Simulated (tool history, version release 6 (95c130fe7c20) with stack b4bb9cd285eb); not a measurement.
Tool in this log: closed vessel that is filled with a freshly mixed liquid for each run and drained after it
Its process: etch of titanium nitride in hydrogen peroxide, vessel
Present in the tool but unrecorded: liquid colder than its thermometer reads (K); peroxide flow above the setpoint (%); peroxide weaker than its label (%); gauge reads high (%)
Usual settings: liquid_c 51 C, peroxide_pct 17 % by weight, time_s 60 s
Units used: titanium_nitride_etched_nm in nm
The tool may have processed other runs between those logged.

| run | hour | liquid_c | peroxide_pct | time_s | wafers since the last listed run | hours since the thermometer was replaced | hours since the peroxide flow meter was replaced | hours since the drum of peroxide was connected | hours since the gauge calibration | read-back film thickness of the titanium nitride reference wafer, read on the same gauge (nm) | titanium_nitride_etched_nm |
|---|---|---|---|---|---|---|---|---|---|---|---|
| 1 | 0 | 51 | 17 | 60 | 0 | 338.3 | 838.8 | 179.8 | 1572.8 | 110 | 4.74 |
| 2 | 82.8 | 48 | 17 | 35 | 9387 | 421.1 | 921.6 | 262.6 | 1655.6 | 110.02 | 2.23 |
| 3 | 178.1 | 51 | 15.5 | 60 | 10805 | 516.4 | 1016.9 | 357.9 | 1750.9 | 109.99 | 4.6 |
| 4 | 236.5 | 51 | 15.5 | 60 | 6621 | 574.8 | 1075.3 | 416.3 | 1809.3 | 110 | 4.61 |
| 5 | 336 | 51 | 17 | 40 | 11281 | 674.3 | 1174.8 | 515.8 | 1908.8 | 109.98 | 3.15 |
| 6 | 490.1 | 51 | 17 | 40 | 17471 | 828.4 | 1328.9 | 669.9 | 2062.9 | 110.03 | 3.18 |
| 7 | 543.7 | 51 | 17 | 60 | 6077 | 882 | 1382.5 | 723.5 | 2116.5 | 110 | 4.76 |
|  | 585.8 | gauge calibrated |
| 8 | 637.3 | 51 | 20 | 75 | 10612 | 975.6 | 1476.1 | 817.1 | 51.5 | 109.98 | 6.16 |
| 9 | 719.2 | 51 | 17 | 60 | 9285 | 1057.5 | 1558 | 899 | 133.4 | 109.98 | 4.76 |
|  | 768.9 | new drum of peroxide connected |
| 10 | 793.5 | 51 | 17 | 60 | 8310 | 1131.8 | 1632.3 | 24.6 | 207.7 | 109.99 | 4.73 |
|  | 796.5 | peroxide flow meter replaced |
| 11 | 856.6 | 46 | 14.5 | 60 | 7040 | 1194.9 | 60.1 | 87.7 | 270.8 | 110.01 | 3.25 |
| 12 | 929 | 44.5 | 19 | 60 | 8208 | 1267.3 | 132.5 | 160.1 | 343.2 | 109.97 | 3.07 |
| 13 | 991.5 | 51 | 17 | 60 | 7086 | 1329.8 | 195 | 222.6 | 405.7 | 109.97 | 4.85 |
| 14 | 1070.5 | 51 | 13.5 | 30 | 8957 | 1408.8 | 274 | 301.6 | 484.7 | 109.96 | 2.28 |
| 15 | 1135.2 | 51 | 17 | 60 | 7335 | 1473.5 | 338.7 | 366.3 | 549.4 | 109.93 | 4.77 |
| 16 | 1209.9 | 46.5 | 15 | 35 | 8469 | 1548.2 | 413.4 | 441 | 624.1 | 110.01 | 1.99 |
| 17 | 1275.4 | 54.5 | 17 | 60 | 7426 | 1613.7 | 478.9 | 506.5 | 689.6 | 109.99 | 6.19 |
| 18 | 1376 | 51 | 15 | 80 | 11406 | 1714.3 | 579.5 | 607.1 | 790.2 | 109.96 | 6.26 |
|  | 1382.3 | peroxide flow meter replaced, repeated, since the last time left the tool worse |
| 19 | 1445 | 51 | 17 | 60 | 7709 | 1783.3 | 62.7 | 676.1 | 859.2 | 110.03 | 4.68 |
|  | 1499.1 | thermometer replaced |
| 20 | 1534.6 | 51 | 17 | 60 | 10045 | 35.5 | 152.3 | 765.7 | 948.8 | 109.93 | 4.73 |
| 21 | 1606.5 | 46.5 | 12.5 | 60 | 8152 | 107.4 | 224.2 | 837.6 | 1020.7 | 110.02 | 3.16 |
|  | 1610.6 | new drum of peroxide connected |
| 22 | 1688.7 | 60.5 | 17 | 50 | 9206 | 189.6 | 306.4 | 78.1 | 1102.9 | 110.01 | 7.6 |
| 23 | 1760.5 | 51 | 17 | 85 | 8140 | 261.4 | 378.2 | 149.9 | 1174.7 | 110.06 | 6.68 |
| 24 | 1855.2 | 51 | 17 | 60 | 10737 | 356.1 | 472.9 | 244.6 | 1269.4 | 110.01 | 4.71 |
| 25 | 1958.1 | 51 | 14 | 60 | 11666 | 459 | 575.8 | 347.5 | 1372.3 | 109.96 | 4.49 |
| 26 | 2064.5 | 47.5 | 13.5 | 30 | 12063 | 565.4 | 682.2 | 453.9 | 1478.7 | 110.02 | 1.74 |
| 27 | 2107.7 | 51 | 17 | 60 | 4898 | 608.6 | 725.4 | 497.1 | 1521.9 | 110.02 | 4.72 |
| 28 | 2166.8 | 48.5 | 20.5 | 45 | 6700 | 667.7 | 784.5 | 556.2 | 1581 | 110.01 | 3.05 |
| 29 | 2243.4 | 51 | 21.5 | 40 | 8684 | 744.3 | 861.1 | 632.8 | 1657.6 | 110.03 | 3.3 |

4 ways to go on from here, each from the tool as it stands after run 29. What would each give?
| A | 2244.1 | 51 | 17 | 60 | 79 | 745 | 861.8 | 633.5 | 1658.3 | ? | ? |
| B | 2244.1 | 57.5 | 17 | 60 | 79 | 745 | 861.8 | 633.5 | 1658.3 | ? | ? |
| C | 2244.1 | 60 | 15.5 | 90 | 79 | 745 | 861.8 | 633.5 | 1658.3 | ? | ? |
| D | 2244.1 | 42.5 | 15.5 | 50 | 79 | 745 | 861.8 | 633.5 | 1658.3 | ? | ? |

| run | read-back film thickness of the titanium nitride reference wafer, read on the same gauge (nm) | titanium_nitride_etched_nm |
|---|---|---|
| A | 109.94 | 4.72 |
| B | 109.94 | 7.46 |
| C | 109.94 | 13.03 |
| D | 109.94 | 2.06 |
Take away the tool's hidden state, keep each run's random variation, and the runs would have read:
| run | titanium_nitride_etched_nm |
|---|---|
| A | 4.68 |
| B | 7.4 |
| C | 12.92 |
| D | 2.05 |
